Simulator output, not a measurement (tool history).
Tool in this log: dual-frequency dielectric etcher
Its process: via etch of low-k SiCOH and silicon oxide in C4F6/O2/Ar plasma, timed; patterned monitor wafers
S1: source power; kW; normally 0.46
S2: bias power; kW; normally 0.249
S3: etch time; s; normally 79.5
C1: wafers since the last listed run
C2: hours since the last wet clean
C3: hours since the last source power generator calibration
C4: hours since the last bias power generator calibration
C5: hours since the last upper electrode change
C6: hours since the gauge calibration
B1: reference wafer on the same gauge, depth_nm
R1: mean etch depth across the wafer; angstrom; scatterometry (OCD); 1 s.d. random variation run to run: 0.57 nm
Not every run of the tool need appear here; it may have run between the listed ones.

run 1 hour=0 | S1=0.46 S2=0.209 S3=79.5 | C1=0 C2=483.8 C3=1781.2 C4=2581.6 C5=5278.3 C6=1185 | B1=244.9 | R1=2378
run 2 hour=42.5 | S1=0.46 S2=0.209 S3=79.5 | C1=497 C2=526.3 C3=1823.7 C4=2624.1 C5=5320.8 C6=1227.5 | B1=244.9 | R1=2374
run 3 hour=88.9 | S1=0.46 S2=0.209 S3=79.5 | C1=542 C2=572.7 C3=1870.1 C4=2670.5 C5=5367.2 C6=1273.9 | B1=245 | R1=2380
run 4 hour=134.6 | S1=0.44 S2=0.202 S3=79.5 | C1=534 C2=618.4 C3=1915.8 C4=2716.2 C5=5412.9 C6=1319.6 | B1=245.4 | R1=2322
run 5 hour=161 | S1=0.46 S2=0.249 S3=79.5 | C1=308 C2=644.8 C3=1942.2 C4=2742.6 C5=5439.3 C6=1346 | B1=244.9 | R1=2521
-- hour=254.5 wet clean of the chamber
-- hour=304.9 upper electrode replaced
run 6 hour=329.8 | S1=0.46 S2=0.249 S3=79.5 | C1=1412 C2=75.3 C3=2111 C4=2911.4 C5=24.9 C6=1514.8 | B1=245 | R1=2524
run 7 hour=398.7 | S1=0.46 S2=0.249 S3=93.5 | C1=805 C2=144.2 C3=2179.9 C4=2980.3 C5=93.8 C6=1583.7 | B1=244.9 | R1=2988
run 8 hour=446.8 | S1=0.46 S2=0.249 S3=93.5 | C1=562 C2=192.3 C3=2228 C4=3028.4 C5=141.9 C6=1631.8 | B1=244.9 | R1=2978
run 9 hour=511.5 | S1=0.46 S2=0.249 S3=93.5 | C1=756 C2=257 C3=2292.7 C4=3093.1 C5=206.6 C6=1696.5 | B1=245 | R1=2983
-- hour=638.8 gauge calibrated
run 10 hour=709.1 | S1=0.46 S2=0.249 S3=79.5 | C1=2311 C2=454.6 C3=2490.3 C4=3290.7 C5=404.2 C6=70.3 | B1=245.1 | R1=2532
-- hour=762.8 source power generator calibrated
run 11 hour=765.2 | S1=0.46 S2=0.249 S3=79.5 | C1=609 C2=510.7 C3=2.4 C4=3346.8 C5=460.3 C6=126.4 | B1=245.1 | R1=2527
run 12 hour=814.6 | S1=0.37 S2=0.311 S3=59 | C1=577 C2=560.1 C3=51.8 C4=3396.2 C5=509.7 C6=175.8 | B1=245 | R1=1881
-- hour=875.5 wet clean of the chamber
run 13 hour=876 | S1=0.46 S2=0.249 S3=79.5 | C1=437 C2=0.5 C3=113.2 C4=3457.6 C5=571.1 C6=237.2 | B1=244.8 | R1=2532
run 14 hour=963.2 | S1=0.43 S2=0.249 S3=79.5 | C1=1019 C2=87.7 C3=200.4 C4=3544.8 C5=658.3 C6=324.4 | B1=244.6 | R1=2460
run 15 hour=988.7 | S1=0.58 S2=0.207 S3=93.5 | C1=298 C2=113.2 C3=225.9 C4=3570.3 C5=683.8 C6=349.9 | B1=245 | R1=3048
run 16 hour=1042 | S1=0.46 S2=0.249 S3=79.5 | C1=623 C2=166.5 C3=279.2 C4=3623.6 C5=737.1 C6=403.2 | B1=244.8 | R1=2545
run 17 hour=1076 | S1=0.46 S2=0.308 S3=79.5 | C1=397 C2=200.5 C3=313.2 C4=3657.6 C5=771.1 C6=437.2 | B1=245 | R1=2732
run 18 hour=1134.6 | S1=0.46 S2=0.249 S3=101.5 | C1=685 C2=259.1 C3=371.8 C4=3716.2 C5=829.7 C6=495.8 | B1=245 | R1=3240
run 19 hour=1159.6 | S1=0.39 S2=0.283 S3=79.5 | C1=292 C2=284.1 C3=396.8 C4=3741.2 C5=854.7 C6=520.8 | B1=244.9 | R1=2504
-- hour=1234 bias power generator calibrated
run 20 hour=1293.4 | S1=0.53 S2=0.249 S3=79.5 | C1=1518 C2=417.9 C3=530.6 C4=59.4 C5=988.5 C6=654.6 | B1=244.9 | R1=2665
run 21 hour=1349.3 | S1=0.57 S2=0.249 S3=56 | C1=653 C2=473.8 C3=586.5 C4=115.3 C5=1044.4 C6=710.5 | B1=245 | R1=1930
run 22 hour=1390.8 | S1=0.39 S2=0.222 S3=86 | C1=485 C2=515.3 C3=628 C4=156.8 C5=1085.9 C6=752 | B1=244.9 | R1=2467
run 23 hour=1441.3 | S1=0.46 S2=0.291 S3=61.5 | C1=590 C2=565.8 C3=678.5 C4=207.3 C5=1136.4 C6=802.5 | B1=244.7 | R1=2069
-- hour=1520.6 wet clean of the chamber
run 24 hour=1521.1 | S1=0.46 S2=0.249 S3=79.5 | C1=652 C2=0.5 C3=758.3 C4=287.1 C5=1216.2 C6=882.3 | B1=244.9 | R1=2527
run 25 hour=1536.9 | S1=0.34 S2=0.269 S3=90 | C1=184 C2=16.3 C3=774.1 C4=302.9 C5=1232 C6=898.1 | B1=245 | R1=2627
run 26 hour=1600.4 | S1=0.52 S2=0.249 S3=101 | C1=742 C2=79.8 C3=837.6 C4=366.4 C5=1295.5 C6=961.6 | B1=244.8 | R1=3368
run 27 hour=1639.7 | S1=0.46 S2=0.249 S3=94 | C1=459 C2=119.1 C3=876.9 C4=405.7 C5=1334.8 C6=1000.9 | B1=245 | R1=2992
run 28 hour=1678.4 | S1=0.46 S2=0.279 S3=60 | C1=452 C2=157.8 C3=915.6 C4=444.4 C5=1373.5 C6=1039.6 | B1=244.7 | R1=1987
run 29 hour=1707.7 | S1=0.46 S2=0.249 S3=89 | C1=342 C2=187.1 C3=944.9 C4=473.7 C5=1402.8 C6=1068.9 | B1=244.7 | R1=2830

Entry by entry between the runs, the difference in hidden state between the last listed run before and the first listed run after:
Run 5 -> run 6: wet clean of the chamber (hour 254.5); upper electrode replaced (hour 304.9)
  no difference in the tool's unlogged condition between these two runs
Run 9 -> run 10: gauge calibrated (hour 638.8)
  no difference in the tool's unlogged condition between these two runs
Run 10 -> run 11: source power generator calibrated (hour 762.8)
  no difference in the tool's unlogged condition between these two runs
Run 12 -> run 13: wet clean of the chamber (hour 875.5)
  no difference in the tool's unlogged condition between these two runs
Run 19 -> run 20: bias power generator calibrated (hour 1234)
  no difference in the tool's unlogged condition between these two runs
Run 23 -> run 24: wet clean of the chamber (hour 1520.6)
  no difference in the tool's unlogged condition between these two runs

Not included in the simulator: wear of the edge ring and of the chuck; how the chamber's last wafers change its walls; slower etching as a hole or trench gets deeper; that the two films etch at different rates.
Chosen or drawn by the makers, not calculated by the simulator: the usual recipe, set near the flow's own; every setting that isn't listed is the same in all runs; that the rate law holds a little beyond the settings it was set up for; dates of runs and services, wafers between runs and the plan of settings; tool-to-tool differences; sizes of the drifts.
